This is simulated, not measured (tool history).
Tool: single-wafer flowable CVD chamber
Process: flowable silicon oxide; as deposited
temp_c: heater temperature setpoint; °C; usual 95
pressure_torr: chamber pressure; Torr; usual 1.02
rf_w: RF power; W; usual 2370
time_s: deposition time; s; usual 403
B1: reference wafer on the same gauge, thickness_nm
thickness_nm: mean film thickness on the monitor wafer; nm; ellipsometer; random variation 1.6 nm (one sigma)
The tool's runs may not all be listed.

{"run": 1, "hour": 0.0, "temp_c": 95, "pressure_torr": 1.02, "rf_w": 2370, "time_s": 403, "B1": 506.062, "thickness_nm": 424.225}
{"run": 2, "hour": 79.7, "temp_c": 95, "pressure_torr": 1.02, "rf_w": 2370, "time_s": 403, "B1": 505.583, "thickness_nm": 423.989}
{"run": 3, "hour": 185.7, "temp_c": 95, "pressure_torr": 1.02, "rf_w": 2370, "time_s": 403, "B1": 505.941, "thickness_nm": 421.863}
{"run": 4, "hour": 273.2, "temp_c": 95, "pressure_torr": 1.02, "rf_w": 2370, "time_s": 403, "B1": 506.171, "thickness_nm": 422.721}
{"run": 5, "hour": 337.6, "temp_c": 95, "pressure_torr": 1.02, "rf_w": 2370, "time_s": 382, "B1": 505.57, "thickness_nm": 400.472}
{"run": 6, "hour": 400.2, "temp_c": 95, "pressure_torr": 1.02, "rf_w": 2370, "time_s": 382, "B1": 505.768, "thickness_nm": 400.55}
{"run": 7, "hour": 470.0, "temp_c": 95, "pressure_torr": 1.02, "rf_w": 2370, "time_s": 344, "B1": 506.35, "thickness_nm": 361.054}
{"run": 8, "hour": 564.3, "temp_c": 95, "pressure_torr": 1.02, "rf_w": 2370, "time_s": 344, "B1": 505.951, "thickness_nm": 360.626}
{"run": 9, "hour": 605.7, "temp_c": 95, "pressure_torr": 1.02, "rf_w": 2370, "time_s": 344, "B1": 505.865, "thickness_nm": 362.619}
{"run": 10, "hour": 669.7, "temp_c": 95, "pressure_torr": 1.02, "rf_w": 2370, "time_s": 403, "B1": 505.89, "thickness_nm": 424.815}
{"run": 11, "hour": 741.5, "temp_c": 95, "pressure_torr": 1.02, "rf_w": 2370, "time_s": 403, "B1": 505.672, "thickness_nm": 424.775}
{"run": 12, "hour": 826.9, "temp_c": 95, "pressure_torr": 1.02, "rf_w": 2370, "time_s": 403, "B1": 506.312, "thickness_nm": 423.311}
{"run": 13, "hour": 878.8, "temp_c": 95, "pressure_torr": 1.02, "rf_w": 2370, "time_s": 403, "B1": 505.978, "thickness_nm": 423.897}
{"hour": 893.8, "done": "thermocouple changed; heater temperature recalibrated"}
{"run": 14, "hour": 940.6, "temp_c": 88, "pressure_torr": 1.02, "rf_w": 2370, "time_s": 474, "B1": 505.667, "thickness_nm": 642.967}
{"hour": 1028.2, "done": "RF generator calibrated"}
{"run": 15, "hour": 1028.7, "temp_c": 95, "pressure_torr": 1.02, "rf_w": 2370, "time_s": 403, "B1": 505.723, "thickness_nm": 422.309}
{"run": 16, "hour": 1144.5, "temp_c": 95, "pressure_torr": 1.02, "rf_w": 2370, "time_s": 403, "B1": 506.296, "thickness_nm": 419.483}
{"hour": 1162.3, "done": "capacitance manometer re-zeroed and calibrated"}
{"run": 17, "hour": 1250.2, "temp_c": 103, "pressure_torr": 1.02, "rf_w": 2370, "time_s": 403, "B1": 506.324, "thickness_nm": 312.857}
{"run": 18, "hour": 1326.0, "temp_c": 95, "pressure_torr": 0.94, "rf_w": 2600, "time_s": 403, "B1": 505.962, "thickness_nm": 396.514}
{"hour": 1354.1, "done": "gauge calibrated"}
{"run": 19, "hour": 1370.7, "temp_c": 95, "pressure_torr": 1.02, "rf_w": 2370, "time_s": 403, "B1": 506.217, "thickness_nm": 421.156}
{"run": 20, "hour": 1425.0, "temp_c": 95, "pressure_torr": 1.02, "rf_w": 2370, "time_s": 431, "B1": 506.159, "thickness_nm": 453.585}
{"run": 21, "hour": 1512.1, "temp_c": 99, "pressure_torr": 1.02, "rf_w": 2370, "time_s": 403, "B1": 505.977, "thickness_nm": 365.537}
{"run": 22, "hour": 1573.3, "temp_c": 95, "pressure_torr": 1.09, "rf_w": 1905, "time_s": 459, "B1": 505.677, "thickness_nm": 487.312}
{"run": 23, "hour": 1663.5, "temp_c": 95, "pressure_torr": 1.02, "rf_w": 2370, "time_s": 403, "B1": 506.355, "thickness_nm": 423.357}
{"hour": 1716.7, "done": "showerhead replaced"}
{"run": 24, "hour": 1752.2, "temp_c": 88, "pressure_torr": 0.79, "rf_w": 2615, "time_s": 438, "B1": 506.007, "thickness_nm": 466.121}
{"run": 25, "hour": 1814.2, "temp_c": 90, "pressure_torr": 0.94, "rf_w": 2685, "time_s": 365, "B1": 505.96, "thickness_nm": 434.072}
{"run": 26, "hour": 1908.3, "temp_c": 95, "pressure_torr": 1.02, "rf_w": 2370, "time_s": 403, "B1": 506.266, "thickness_nm": 426.452}
{"run": 27, "hour": 1996.8, "temp_c": 87, "pressure_torr": 1.02, "rf_w": 2370, "time_s": 448, "B1": 506.109, "thickness_nm": 624.476}
{"hour": 2040.2, "done": "thermocouple changed; heater temperature recalibrated"}
{"run": 28, "hour": 2220.4, "temp_c": 95, "pressure_torr": 1.02, "rf_w": 2370, "time_s": 368, "B1": 506.372, "thickness_nm": 388.043}

Forecast each of these 4 alternatives for the next run:
{"run": "A", "hour": 2220.9, "temp_c": 80, "pressure_torr": 1.02, "rf_w": 2370, "time_s": 403, "B1": "?", "thickness_nm": "?"}
{"run": "B", "hour": 2220.9, "temp_c": 102, "pressure_torr": 1.1, "rf_w": 2370, "time_s": 403, "B1": "?", "thickness_nm": "?"}
{"run": "C", "hour": 2220.9, "temp_c": 103, "pressure_torr": 0.85, "rf_w": 2230, "time_s": 438, "B1": "?", "thickness_nm": "?"}
{"run": "D", "hour": 2220.9, "temp_c": 100, "pressure_torr": 0.89, "rf_w": 2665, "time_s": 335, "B1": "?", "thickness_nm": "?"}

run=A B1=505.637 thickness_nm=711.737
run=B B1=505.637 thickness_nm=348.814
run=C B1=505.637 thickness_nm=279.843
run=D B1=505.637 thickness_nm=258.682
Without the tool's hidden state the same runs would have given:
run=A thickness_nm=711.737
run=B thickness_nm=348.814
run=C thickness_nm=279.843
run=D thickness_nm=258.682
